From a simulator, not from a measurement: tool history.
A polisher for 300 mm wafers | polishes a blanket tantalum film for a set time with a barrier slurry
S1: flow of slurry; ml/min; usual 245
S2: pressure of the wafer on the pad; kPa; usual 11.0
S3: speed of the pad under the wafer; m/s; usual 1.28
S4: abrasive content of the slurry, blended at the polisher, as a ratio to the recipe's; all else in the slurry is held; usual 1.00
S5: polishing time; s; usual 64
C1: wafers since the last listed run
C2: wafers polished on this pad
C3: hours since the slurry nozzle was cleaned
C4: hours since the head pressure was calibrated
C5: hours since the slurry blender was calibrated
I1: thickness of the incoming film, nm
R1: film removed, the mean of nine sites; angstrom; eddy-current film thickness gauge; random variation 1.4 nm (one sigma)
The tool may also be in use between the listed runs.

{"run": 1, "hour": 0.0, "S1": 245, "S2": 11.0, "S3": 1.28, "S4": 1.0, "S5": 64, "C1": 0, "C2": 898, "C3": 427.6, "C4": 189.5, "C5": 85.5, "I1": 360.0, "R1": 904}
{"run": 2, "hour": 61.6, "S1": 245, "S2": 11.0, "S3": 1.28, "S4": 1.0, "S5": 64, "C1": 819, "C2": 1718, "C3": 489.2, "C4": 251.1, "C5": 147.1, "I1": 355.7, "R1": 905}
{"run": 3, "hour": 104.4, "S1": 245, "S2": 11.0, "S3": 1.28, "S4": 1.0, "S5": 64, "C1": 569, "C2": 2287, "C3": 532.0, "C4": 293.9, "C5": 189.9, "I1": 353.6, "R1": 894}
{"run": 4, "hour": 152.6, "S1": 245, "S2": 11.0, "S3": 1.28, "S4": 1.0, "S5": 64, "C1": 641, "C2": 2929, "C3": 580.2, "C4": 342.1, "C5": 238.1, "I1": 365.6, "R1": 900}
{"run": 5, "hour": 191.0, "S1": 245, "S2": 11.0, "S3": 1.28, "S4": 1.0, "S5": 64, "C1": 510, "C2": 3439, "C3": 618.6, "C4": 380.5, "C5": 276.5, "I1": 354.1, "R1": 902}
{"hour": 202.9, "done": "worn pad replaced by a new one"}
{"run": 6, "hour": 222.2, "S1": 245, "S2": 11.0, "S3": 1.28, "S4": 1.0, "S5": 64, "C1": 361, "C2": 256, "C3": 649.8, "C4": 411.7, "C5": 307.7, "I1": 355.8, "R1": 898}
{"hour": 230.0, "done": "slurry blender recalibrated"}
{"run": 7, "hour": 256.7, "S1": 245, "S2": 11.0, "S3": 1.28, "S4": 1.0, "S5": 64, "C1": 432, "C2": 688, "C3": 684.3, "C4": 446.2, "C5": 26.7, "I1": 362.3, "R1": 889}
{"hour": 316.1, "done": "slurry nozzle cleaned"}
{"run": 8, "hour": 321.4, "S1": 245, "S2": 11.0, "S3": 1.28, "S4": 1.0, "S5": 64, "C1": 847, "C2": 1536, "C3": 5.3, "C4": 510.9, "C5": 91.4, "I1": 359.9, "R1": 948}
{"run": 9, "hour": 438.8, "S1": 245, "S2": 11.0, "S3": 1.28, "S4": 1.0, "S5": 64, "C1": 1561, "C2": 3098, "C3": 122.7, "C4": 628.3, "C5": 208.8, "I1": 354.8, "R1": 939}
{"run": 10, "hour": 466.3, "S1": 245, "S2": 11.0, "S3": 1.28, "S4": 1.0, "S5": 64, "C1": 365, "C2": 3463, "C3": 150.2, "C4": 655.8, "C5": 236.3, "I1": 357.7, "R1": 941}
{"hour": 479.8, "done": "worn pad replaced by a new one, of another model than before"}
{"hour": 521.0, "done": "head pressure recalibrated"}
{"run": 11, "hour": 558.3, "S1": 245, "S2": 11.0, "S3": 1.28, "S4": 1.0, "S5": 64, "C1": 1144, "C2": 1017, "C3": 242.2, "C4": 37.3, "C5": 328.3, "I1": 365.2, "R1": 927}
{"hour": 650.4, "done": "slurry blender recalibrated"}
{"run": 12, "hour": 714.4, "S1": 245, "S2": 11.0, "S3": 1.28, "S4": 1.0, "S5": 64, "C1": 2050, "C2": 3068, "C3": 398.3, "C4": 193.4, "C5": 64.0, "I1": 358.1, "R1": 863}
{"hour": 751.0, "done": "worn pad replaced by a new one"}
{"run": 13, "hour": 768.6, "S1": 245, "S2": 11.0, "S3": 1.28, "S4": 1.0, "S5": 64, "C1": 667, "C2": 234, "C3": 452.5, "C4": 247.6, "C5": 118.2, "I1": 358.4, "R1": 851}
{"run": 14, "hour": 840.4, "S1": 190, "S2": 11.0, "S3": 1.52, "S4": 1.0, "S5": 64, "C1": 955, "C2": 1189, "C3": 524.3, "C4": 319.4, "C5": 190.0, "I1": 354.0, "R1": 732}
{"run": 15, "hour": 889.4, "S1": 245, "S2": 11.0, "S3": 1.28, "S4": 1.1, "S5": 43, "C1": 651, "C2": 1841, "C3": 573.3, "C4": 368.4, "C5": 239.0, "I1": 356.3, "R1": 535}
{"run": 16, "hour": 926.4, "S1": 245, "S2": 11.0, "S3": 1.28, "S4": 1.0, "S5": 64, "C1": 492, "C2": 2334, "C3": 610.3, "C4": 405.4, "C5": 276.0, "I1": 366.9, "R1": 769}
{"run": 17, "hour": 953.1, "S1": 180, "S2": 13.1, "S3": 0.96, "S4": 1.0, "S5": 80, "C1": 355, "C2": 2689, "C3": 637.0, "C4": 432.1, "C5": 302.7, "I1": 365.9, "R1": 652}
{"hour": 1018.3, "done": "worn pad replaced by a new one"}
{"run": 18, "hour": 1024.8, "S1": 245, "S2": 11.0, "S3": 1.28, "S4": 1.0, "S5": 64, "C1": 900, "C2": 85, "C3": 708.7, "C4": 503.8, "C5": 374.4, "I1": 360.8, "R1": 625}
{"hour": 1033.6, "done": "slurry blender recalibrated"}
{"run": 19, "hour": 1089.8, "S1": 270, "S2": 11.0, "S3": 1.28, "S4": 1.0, "S5": 85, "C1": 838, "C2": 924, "C3": 773.7, "C4": 568.8, "C5": 56.2, "I1": 359.6, "R1": 757}
{"hour": 1132.5, "done": "slurry nozzle cleaned"}
{"run": 20, "hour": 1145.1, "S1": 245, "S2": 11.0, "S3": 1.28, "S4": 1.0, "S5": 64, "C1": 722, "C2": 1646, "C3": 12.6, "C4": 624.1, "C5": 111.5, "I1": 363.6, "R1": 933}
{"run": 21, "hour": 1191.5, "S1": 325, "S2": 11.0, "S3": 1.28, "S4": 1.0, "S5": 64, "C1": 617, "C2": 2263, "C3": 59.0, "C4": 670.5, "C5": 157.9, "I1": 362.6, "R1": 969}
{"run": 22, "hour": 1237.0, "S1": 245, "S2": 11.0, "S3": 1.28, "S4": 1.0, "S5": 64, "C1": 605, "C2": 2869, "C3": 104.5, "C4": 716.0, "C5": 203.4, "I1": 362.4, "R1": 932}
{"run": 23, "hour": 1265.5, "S1": 245, "S2": 11.0, "S3": 1.28, "S4": 1.3, "S5": 64, "C1": 379, "C2": 3248, "C3": 133.0, "C4": 744.5, "C5": 231.9, "I1": 363.0, "R1": 974}
{"hour": 1299.8, "done": "worn pad replaced by a new one"}
{"run": 24, "hour": 1312.0, "S1": 245, "S2": 9.7, "S3": 1.28, "S4": 0.85, "S5": 64, "C1": 565, "C2": 162, "C3": 179.5, "C4": 791.0, "C5": 278.4, "I1": 355.6, "R1": 796}
{"hour": 1324.9, "done": "head pressure recalibrated"}
{"run": 25, "hour": 1352.1, "S1": 290, "S2": 11.0, "S3": 1.58, "S4": 0.8, "S5": 64, "C1": 506, "C2": 669, "C3": 219.6, "C4": 27.2, "C5": 318.5, "I1": 363.0, "R1": 969}
{"hour": 1393.8, "done": "slurry blender recalibrated"}
{"run": 26, "hour": 1406.2, "S1": 245, "S2": 11.0, "S3": 1.28, "S4": 1.15, "S5": 64, "C1": 693, "C2": 1362, "C3": 273.7, "C4": 81.3, "C5": 12.4, "I1": 356.8, "R1": 903}
{"run": 27, "hour": 1435.7, "S1": 245, "S2": 11.0, "S3": 1.28, "S4": 1.0, "S5": 64, "C1": 392, "C2": 1755, "C3": 303.2, "C4": 110.8, "C5": 41.9, "I1": 362.6, "R1": 877}
{"run": 28, "hour": 1492.3, "S1": 245, "S2": 11.0, "S3": 1.28, "S4": 1.0, "S5": 64, "C1": 753, "C2": 2508, "C3": 359.8, "C4": 167.4, "C5": 98.5, "I1": 354.0, "R1": 863}

What the log doesn't show, run by run:
removal rate lost through wear of the pad, %: 0 in every run
deviation of the head's pressure from its setpoint, %: 0 in every run
abrasive missing from the slurry, %: 0 in every run
H1: slurry flow missing at the pad, %
run=1 H1=24.6
run=2 H1=28.1
run=3 H1=30.5
run=4 H1=33.2
run=5 H1=35.3
run=6 H1=37.1
run=7 H1=39
run=8 H1=2.03
run=9 H1=8.6
run=10 H1=10.1
run=11 H1=15.3
run=12 H1=24
run=13 H1=27.1
run=14 H1=31.1
run=15 H1=33.8
run=16 H1=35.9
run=17 H1=37.4
run=18 H1=41.4
run=19 H1=45
run=20 H1=7.12
run=21 H1=9.72
run=22 H1=12.3
run=23 H1=13.9
run=24 H1=16.5
run=25 H1=18.7
run=26 H1=21.7
run=27 H1=23.4
run=28 H1=26.6
